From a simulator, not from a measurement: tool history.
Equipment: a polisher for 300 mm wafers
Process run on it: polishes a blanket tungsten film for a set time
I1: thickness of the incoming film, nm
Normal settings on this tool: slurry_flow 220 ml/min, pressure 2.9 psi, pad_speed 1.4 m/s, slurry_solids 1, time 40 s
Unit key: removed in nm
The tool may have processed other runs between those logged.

{"run": 1, "hour": 0.0, "slurry_flow": 220, "pressure": 2.6, "pad_speed": 1.4, "slurry_solids": 1, "time": 40, "I1": 756.1, "removed": 212.4}
{"run": 2, "hour": 11.0, "slurry_flow": 220, "pressure": 2.6, "pad_speed": 1.4, "slurry_solids": 1, "time": 40, "I1": 753.4, "removed": 208.4}
{"run": 3, "hour": 18.0, "slurry_flow": 220, "pressure": 2.6, "pad_speed": 1.4, "slurry_solids": 1, "time": 40, "I1": 752.4, "removed": 206.5}
{"run": 4, "hour": 34.0, "slurry_flow": 220, "pressure": 2.9, "pad_speed": 1.4, "slurry_solids": 1, "time": 40, "I1": 741.8, "removed": 224.8}
{"run": 5, "hour": 48.4, "slurry_flow": 220, "pressure": 2.9, "pad_speed": 1.4, "slurry_solids": 1, "time": 40, "I1": 736.1, "removed": 223.9}
{"hour": 58.0, "done": "slurry nozzle cleaned"}
{"run": 6, "hour": 61.4, "slurry_flow": 220, "pressure": 2.9, "pad_speed": 1.4, "slurry_solids": 1, "time": 40, "I1": 752.4, "removed": 219.9}
{"hour": 71.7, "done": "worn pad replaced by a new one, of another model than before"}
{"run": 7, "hour": 79.4, "slurry_flow": 220, "pressure": 2.9, "pad_speed": 1.62, "slurry_solids": 1, "time": 40, "I1": 736.2, "removed": 262.2}
{"run": 8, "hour": 88.3, "slurry_flow": 220, "pressure": 2.1, "pad_speed": 1.4, "slurry_solids": 1, "time": 40, "I1": 741.6, "removed": 198.8}
{"run": 9, "hour": 95.1, "slurry_flow": 220, "pressure": 3.7, "pad_speed": 1.88, "slurry_solids": 1, "time": 40, "I1": 740.9, "removed": 327.1}
{"hour": 104.7, "done": "slurry blender recalibrated"}
{"run": 10, "hour": 105.2, "slurry_flow": 285, "pressure": 2.2, "pad_speed": 1.4, "slurry_solids": 1.3, "time": 53, "I1": 738.4, "removed": 279.3}
{"hour": 109.3, "done": "head pressure recalibrated"}
{"run": 11, "hour": 110.8, "slurry_flow": 220, "pressure": 2.1, "pad_speed": 1.4, "slurry_solids": 1.2, "time": 27, "I1": 742.3, "removed": 135.4}
{"hour": 114.6, "done": "slurry tank refilled with fresh slurry and peroxide"}
{"run": 12, "hour": 118.0, "slurry_flow": 220, "pressure": 2.6, "pad_speed": 1.4, "slurry_solids": 1, "time": 40, "I1": 740.4, "removed": 211.5}
{"run": 13, "hour": 133.6, "slurry_flow": 220, "pressure": 3.4, "pad_speed": 1.4, "slurry_solids": 1, "time": 35, "I1": 756.7, "removed": 206.9}
{"run": 14, "hour": 151.4, "slurry_flow": 220, "pressure": 3.6, "pad_speed": 1.4, "slurry_solids": 1, "time": 40, "I1": 762, "removed": 243.6}

Here are 3 independent what-if runs from the current tool condition. What would each one return?
{"run": "A", "hour": 151.8, "slurry_flow": 220, "pressure": 2.9, "pad_speed": 1.76, "slurry_solids": 1, "time": 40, "I1": 736.3, "removed": "?"}
{"run": "B", "hour": 151.8, "slurry_flow": 260, "pressure": 3.3, "pad_speed": 1.4, "slurry_solids": 1.25, "time": 48, "I1": 736.3, "removed": "?"}
{"run": "C", "hour": 151.8, "slurry_flow": 280, "pressure": 2.9, "pad_speed": 0.94, "slurry_solids": 0.7, "time": 48, "I1": 736.3, "removed": "?"}

run=A removed=260
run=B removed=290.8
run=C removed=181.2
Had the tool no hidden state, the same runs would have come out as:
run=A removed=286.9
run=B removed=320.9
run=C removed=200
